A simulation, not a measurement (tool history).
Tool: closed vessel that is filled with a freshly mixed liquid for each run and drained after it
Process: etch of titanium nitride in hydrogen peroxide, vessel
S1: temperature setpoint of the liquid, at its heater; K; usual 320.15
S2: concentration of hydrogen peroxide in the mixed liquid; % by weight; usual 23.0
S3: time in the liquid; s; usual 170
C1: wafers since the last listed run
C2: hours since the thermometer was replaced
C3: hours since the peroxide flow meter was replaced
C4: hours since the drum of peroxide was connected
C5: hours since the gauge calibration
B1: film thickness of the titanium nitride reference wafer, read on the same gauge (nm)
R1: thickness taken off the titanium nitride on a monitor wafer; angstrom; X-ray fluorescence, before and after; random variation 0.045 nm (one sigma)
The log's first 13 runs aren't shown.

run 14 hour=472.4 | S1=317.65 S2=23.0 S3=230 | C1=2223 C2=110.8 C3=415.4 C4=221.2 C5=34.6 | B1=29.99 | R1=63.5
run 15 hour=486.1 | S1=327.65 S2=27.0 S3=170 | C1=1655 C2=124.5 C3=429.1 C4=234.9 C5=48.3 | B1=30.00 | R1=103.1
run 16 hour=504.6 | S1=320.15 S2=23.0 S3=170 | C1=2235 C2=143.0 C3=447.6 C4=253.4 C5=66.8 | B1=29.96 | R1=57.3
run 17 hour=520.2 | S1=320.15 S2=23.0 S3=170 | C1=1885 C2=158.6 C3=463.2 C4=269.0 C5=82.4 | B1=29.97 | R1=57.4
run 18 hour=548.9 | S1=312.15 S2=19.0 S3=195 | C1=3468 C2=187.3 C3=491.9 C4=297.7 C5=111.1 | B1=29.97 | R1=35.2
run 19 hour=566.4 | S1=320.15 S2=23.0 S3=170 | C1=2114 C2=204.8 C3=509.4 C4=315.2 C5=128.6 | B1=29.97 | R1=57.1
-- hour=574.5 peroxide flow meter replaced
run 20 hour=584.7 | S1=320.15 S2=23.0 S3=170 | C1=2090 C2=223.1 C3=10.2 C4=333.5 C5=146.9 | B1=29.98 | R1=57.4
run 21 hour=608.0 | S1=320.15 S2=17.5 S3=110 | C1=2815 C2=246.4 C3=33.5 C4=356.8 C5=170.2 | B1=30.02 | R1=35.2
run 22 hour=642.6 | S1=328.65 S2=25.5 S3=240 | C1=4181 C2=281.0 C3=68.1 C4=391.4 C5=204.8 | B1=30.00 | R1=151.3
run 23 hour=655.2 | S1=316.15 S2=27.0 S3=135 | C1=1522 C2=293.6 C3=80.7 C4=404.0 C5=217.4 | B1=30.03 | R1=34.9
run 24 hour=677.3 | S1=320.15 S2=23.0 S3=170 | C1=2670 C2=315.7 C3=102.8 C4=426.1 C5=239.5 | B1=30.00 | R1=56.7
run 25 hour=704.5 | S1=328.65 S2=28.5 S3=115 | C1=3286 C2=342.9 C3=130.0 C4=453.3 C5=266.7 | B1=29.98 | R1=73.9
run 26 hour=737.1 | S1=327.65 S2=18.5 S3=265 | C1=3939 C2=375.5 C3=162.6 C4=485.9 C5=299.3 | B1=30.04 | R1=145.2
run 27 hour=767.2 | S1=320.15 S2=21.0 S3=90 | C1=3637 C2=405.6 C3=192.7 C4=516.0 C5=329.4 | B1=29.99 | R1=29.9
run 28 hour=801.2 | S1=317.15 S2=18.5 S3=265 | C1=4108 C2=439.6 C3=226.7 C4=550.0 C5=363.4 | B1=29.99 | R1=67.9
run 29 hour=831.9 | S1=320.15 S2=23.0 S3=170 | C1=3709 C2=470.3 C3=257.4 C4=580.7 C5=394.1 | B1=30.01 | R1=56.8
run 30 hour=859.0 | S1=326.15 S2=20.0 S3=265 | C1=3274 C2=497.4 C3=284.5 C4=607.8 C5=421.2 | B1=30.01 | R1=133.6

3 ways to go on from here, each from the tool as it stands after run 30. What would each give?
run A hour=859.7 | S1=311.65 S2=23.0 S3=170 | C1=84 C2=498.1 C3=285.2 C4=608.5 C5=421.9 | B1=? | R1=?
run B hour=859.7 | S1=320.15 S2=28.0 S3=170 | C1=84 C2=498.1 C3=285.2 C4=608.5 C5=421.9 | B1=? | R1=?
run C hour=859.7 | S1=316.65 S2=18.5 S3=170 | C1=84 C2=498.1 C3=285.2 C4=608.5 C5=421.9 | B1=? | R1=?

run=A B1=30.00 R1=29.9
run=B B1=30.00 R1=59.4
run=C B1=30.00 R1=41.8
Without the tool's hidden state the same runs would have given:
run=A R1=29.9
run=B R1=59.4
run=C R1=41.8
